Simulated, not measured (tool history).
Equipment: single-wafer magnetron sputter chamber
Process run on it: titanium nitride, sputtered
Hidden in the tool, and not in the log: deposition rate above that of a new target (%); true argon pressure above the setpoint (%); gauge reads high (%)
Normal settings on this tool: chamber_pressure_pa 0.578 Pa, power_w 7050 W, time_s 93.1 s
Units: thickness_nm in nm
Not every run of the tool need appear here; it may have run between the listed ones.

run     day  chamber_pressure_pa  power_w  time_s  wafers since the last listed run  wafers on the sputter target  hours since the last manometer calibration  hours since the magnet pack was replaced  hours since the gauge calibration  read-back reference wafer on the same gauge, thickness_nm  thickness_nm
  1   0.000                0.578     7050    93.1                                 0                           687                                       178.6                                    3324.6                              925.3                                                    120.007       114.822
  2   1.396                0.401     7050    93.1                               320                          1008                                       212.1                                    3358.1                              958.8                                                    120.050       124.984
  3   2.879                0.401     7050    93.1                               340                          1348                                       247.7                                    3393.7                              994.4                                                    119.955       124.526
  4   5.175                0.578     7050    93.1                               527                          1876                                       302.8                                    3448.8                             1049.5                                                    120.082       114.678
  5   7.371                0.578     7050    93.1                               504                          2380                                       355.5                                    3501.5                             1102.2                                                    119.899       115.260
  6  10.108                0.578     7050    93.1                               628                          3009                                       421.2                                    3567.2                             1167.9                                                    119.995       114.739
  7  11.129                0.578     7050    93.1                               234                          3243                                       445.7                                    3591.7                             1192.4                                                    120.085       114.876
     12.246  -- sputter target and shields replaced
  8  19.462                0.578     7050    93.1                              1837                          1657                                       645.7                                    3791.7                             1392.4                                                    119.978       115.478
     27.092  -- sputter target and shields replaced
  9  27.867                0.578     7050    93.1                              1853                           177                                       847.4                                    3993.4                             1594.1                                                    119.896       115.114
 10  30.288                0.578     7050   105.0                               555                           733                                       905.5                                    4051.5                             1652.2                                                    120.014       129.023
 11  31.600                0.578     7050   105.0                               301                          1035                                       937.0                                    4083.0                             1683.7                                                    120.083       129.462
 12  33.058                0.578     7050   105.0                               334                          1370                                       972.0                                    4118.0                             1718.7                                                    119.939       129.364
 13  34.062                0.578     7050    93.1                               230                          1600                                       996.1                                    4142.1                             1742.8                                                    119.998       114.845
 14  36.979                0.578     7050    93.1                               669                          2270                                      1066.1                                    4212.1                             1812.8                                                    120.016       114.708
 15  38.888                0.578     7050   105.0                               438                          2708                                      1111.9                                    4257.9                             1858.6                                                    120.057       129.776
     40.242  -- sputter target and shields replaced
 16  40.262                0.578     8600    78.5                               239                             4                                      1144.9                                    4290.9                             1891.6                                                    119.970       118.002
 17  41.633                0.788     5850   107.3                               314                           319                                      1177.8                                    4323.8                             1924.5                                                    119.927        99.780
 18  44.050                0.440     8000    84.8                               554                           874                                      1235.8                                    4381.8                             1982.5                                                    120.051       126.802
 19  46.921                0.578     8650    93.1                               659                          1533                                      1304.7                                    4450.7                             2051.4                                                    120.007       140.869
 20  49.450                0.655     6350    93.1                               580                          2114                                      1365.4                                    4511.4                             2112.1                                                    120.112        99.788
     50.642  -- gauge calibrated
 21  51.225                0.578     7050    93.1                               407                          2521                                      1408.0                                    4554.0                               14.0                                                    120.017       115.222
     52.038  -- capacitance manometer re-zeroed and calibrated
 22  52.862                0.578     7050    93.1                               299                          2821                                        19.8                                    4593.3                               53.3                                                    119.977       114.406
     54.417  -- sputter target and shields replaced
     55.375  -- magnet pack replaced
 23  55.696                0.578     7050    93.1                               497                           216                                        87.8                                       7.7                              121.3                                                    120.018       115.014
 24  58.275                0.578     7050    80.4                               592                           809                                       149.7                                      69.6                              183.2                                                    120.083        99.587
 25  64.258                0.724     5450   101.0                              1374                          2183                                       293.3                                     213.2                              326.8                                                    120.075        90.287
 26  66.112                0.512     7050    93.1                               425                          2608                                       337.8                                     257.7                              371.3                                                    119.946       118.615
     67.671  -- sputter target and shields replaced
 27  68.175                0.798     8800    84.2                               397                           115                                       387.3                                     307.2                              420.8                                                    119.956       117.334
 28  71.075                0.472     7050    93.1                               665                           781                                       456.9                                     376.8                              490.4                                                    120.028       120.652
 29  72.912                0.757     7050   110.7                               421                          1203                                       501.0                                     420.9                              534.5                                                    119.987       125.673

Alternative continuations, all from the tool just after run 29; predict every row:
  A  72.929                0.578     8450    93.1                                 3                          1207                                       501.4                                     421.3                              534.9                                                          ?             ?
  B  72.929                0.517     6450    75.0                                 3                          1207                                       501.4                                     421.3                              534.9                                                          ?             ?
  C  72.929                0.578     7600    79.9                                 3                          1207                                       501.4                                     421.3                              534.9                                                          ?             ?
  D  72.929                0.721     7050    93.1                                 3                          1207                                       501.4                                     421.3                              534.9                                                          ?             ?

run  read-back reference wafer on the same gauge, thickness_nm  thickness_nm
  A                                                    119.936       137.644
  B                                                    119.936        87.039
  C                                                    119.936       106.245
  D                                                    119.936       107.677
With no hidden state in the tool, these same runs would have given:
run  thickness_nm
  A       137.644
  B        87.039
  C       106.245
  D       107.677

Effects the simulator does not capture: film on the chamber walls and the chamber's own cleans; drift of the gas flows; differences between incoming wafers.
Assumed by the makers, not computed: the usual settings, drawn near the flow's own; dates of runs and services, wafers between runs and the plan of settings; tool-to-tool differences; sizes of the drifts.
